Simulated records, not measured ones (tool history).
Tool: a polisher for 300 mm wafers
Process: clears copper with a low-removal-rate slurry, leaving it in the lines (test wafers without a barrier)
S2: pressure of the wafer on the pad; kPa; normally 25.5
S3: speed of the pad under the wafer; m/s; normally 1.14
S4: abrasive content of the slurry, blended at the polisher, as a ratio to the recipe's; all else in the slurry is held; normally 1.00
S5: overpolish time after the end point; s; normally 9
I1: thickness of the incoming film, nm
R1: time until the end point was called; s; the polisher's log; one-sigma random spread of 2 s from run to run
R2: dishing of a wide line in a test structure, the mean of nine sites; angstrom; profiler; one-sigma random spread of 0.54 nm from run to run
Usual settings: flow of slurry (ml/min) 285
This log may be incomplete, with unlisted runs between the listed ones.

run 1 hour=0.0 | flow_of_slurry_(ml/min)=285 S2=25.5 S3=1.14 S4=1.00 S5=9 | I1=544.3 | R1=110.8 R2=240
run 2 hour=15.0 | flow_of_slurry_(ml/min)=285 S2=25.5 S3=1.14 S4=0.90 S5=9 | I1=542.0 | R1=121.5 R2=230
run 3 hour=22.1 | flow_of_slurry_(ml/min)=285 S2=25.5 S3=1.14 S4=0.90 S5=9 | I1=549.2 | R1=122.6 R2=224
-- hour=33.0 head pressure recalibrated
run 4 hour=33.5 | flow_of_slurry_(ml/min)=285 S2=25.5 S3=1.14 S4=0.90 S5=9 | I1=550.8 | R1=118.0 R2=225
-- hour=41.1 worn pad replaced by a new one
run 5 hour=41.6 | flow_of_slurry_(ml/min)=285 S2=25.5 S3=1.14 S4=1.15 S5=9 | I1=552.6 | R1=102.3 R2=241
run 6 hour=48.0 | flow_of_slurry_(ml/min)=385 S2=31.0 S3=1.14 S4=0.80 S5=12 | I1=549.0 | R1=97.3 R2=328
run 7 hour=56.3 | flow_of_slurry_(ml/min)=375 S2=20.0 S3=1.14 S4=1.00 S5=9 | I1=561.9 | R1=123.8 R2=222
run 8 hour=66.8 | flow_of_slurry_(ml/min)=285 S2=17.9 S3=1.50 S4=1.10 S5=5 | I1=545.1 | R1=106.0 R2=152
run 9 hour=75.5 | flow_of_slurry_(ml/min)=375 S2=25.5 S3=1.14 S4=1.15 S5=9 | I1=539.6 | R1=100.3 R2=259
run 10 hour=91.5 | flow_of_slurry_(ml/min)=205 S2=29.0 S3=1.14 S4=1.10 S5=9 | I1=548.5 | R1=101.8 R2=251
-- hour=100.5 slurry nozzle cleaned
run 11 hour=105.2 | flow_of_slurry_(ml/min)=285 S2=19.3 S3=1.14 S4=1.00 S5=9 | I1=551.8 | R1=128.7 R2=216
run 12 hour=114.2 | flow_of_slurry_(ml/min)=285 S2=17.9 S3=1.14 S4=1.00 S5=9 | I1=541.1 | R1=137.8 R2=201
-- hour=122.4 slurry blender recalibrated
run 13 hour=129.5 | flow_of_slurry_(ml/min)=285 S2=25.5 S3=1.14 S4=1.00 S5=9 | I1=556.3 | R1=116.3 R2=238
run 14 hour=142.6 | flow_of_slurry_(ml/min)=285 S2=25.5 S3=1.14 S4=1.15 S5=11 | I1=548.4 | R1=113.0 R2=277
-- hour=154.0 worn pad replaced by a new one
run 15 hour=154.5 | flow_of_slurry_(ml/min)=220 S2=31.0 S3=1.46 S4=1.00 S5=5 | I1=544.8 | R1=79.0 R2=190
run 16 hour=167.1 | flow_of_slurry_(ml/min)=285 S2=30.3 S3=0.86 S4=1.15 S5=12 | I1=554.7 | R1=114.6 R2=281
run 17 hour=203.8 | flow_of_slurry_(ml/min)=285 S2=25.5 S3=1.14 S4=1.00 S5=9 | I1=554.8 | R1=112.7 R2=243
run 18 hour=239.0 | flow_of_slurry_(ml/min)=325 S2=25.5 S3=1.14 S4=1.00 S5=7 | I1=540.4 | R1=110.8 R2=191
run 19 hour=252.8 | flow_of_slurry_(ml/min)=285 S2=30.3 S3=1.14 S4=1.00 S5=5 | I1=548.1 | R1=106.7 R2=165
run 20 hour=264.0 | flow_of_slurry_(ml/min)=285 S2=25.5 S3=0.74 S4=1.00 S5=11 | I1=546.9 | R1=157.0 R2=207
run 21 hour=270.8 | flow_of_slurry_(ml/min)=285 S2=20.7 S3=1.14 S4=1.00 S5=9 | I1=553.1 | R1=132.3 R2=202
-- hour=276.8 worn pad replaced by a new one
run 22 hour=278.0 | flow_of_slurry_(ml/min)=285 S2=25.5 S3=1.02 S4=1.00 S5=9 | I1=556.2 | R1=119.0 R2=228
run 23 hour=289.9 | flow_of_slurry_(ml/min)=285 S2=25.5 S3=1.14 S4=1.00 S5=9 | I1=544.4 | R1=104.9 R2=242
run 24 hour=301.8 | flow_of_slurry_(ml/min)=285 S2=25.5 S3=1.14 S4=1.00 S5=9 | I1=558.5 | R1=108.2 R2=242
run 25 hour=310.2 | flow_of_slurry_(ml/min)=255 S2=25.5 S3=1.02 S4=1.00 S5=9 | I1=551.4 | R1=115.4 R2=231
run 26 hour=326.3 | flow_of_slurry_(ml/min)=285 S2=25.5 S3=1.14 S4=1.00 S5=11 | I1=548.1 | R1=112.3 R2=283
run 27 hour=341.1 | flow_of_slurry_(ml/min)=285 S2=25.5 S3=1.14 S4=1.00 S5=9 | I1=548.3 | R1=113.5 R2=243
run 28 hour=371.5 | flow_of_slurry_(ml/min)=350 S2=20.0 S3=1.42 S4=1.00 S5=13 | I1=551.5 | R1=113.4 R2=298

Run by run, hidden condition taken away, random variation retained:
Hidden conditions of the tool in this case: removal rate lost through wear of the pad, %; slurry flow missing at the pad, %; deviation of the head's pressure from its setpoint, %; abrasive missing from the slurry, %.
run=1 R1=104.2 R2=251
run=2 R1=111.7 R2=244
run=3 R1=111.4 R2=240
run=4 R1=105.0 R2=245
run=5 R1=101.6 R2=242
run=6 R1=96.6 R2=329
run=7 R1=122.8 R2=223
run=8 R1=104.8 R2=153
run=9 R1=98.8 R2=262
run=10 R1=99.1 R2=256
run=11 R1=123.8 R2=223
run=12 R1=131.3 R2=208
run=13 R1=108.6 R2=250
run=14 R1=103.3 R2=294
run=15 R1=77.7 R2=192
run=16 R1=112.5 R2=284
run=17 R1=108.7 R2=250
run=18 R1=102.8 R2=203
run=19 R1=96.9 R2=178
run=20 R1=139.8 R2=225
run=21 R1=116.2 R2=223
run=22 R1=117.8 R2=230
run=23 R1=103.7 R2=244
run=24 R1=106.5 R2=245
run=25 R1=113.2 R2=234
run=26 R1=109.0 R2=289
run=27 R1=108.7 R2=251
run=28 R1=104.4 R2=313
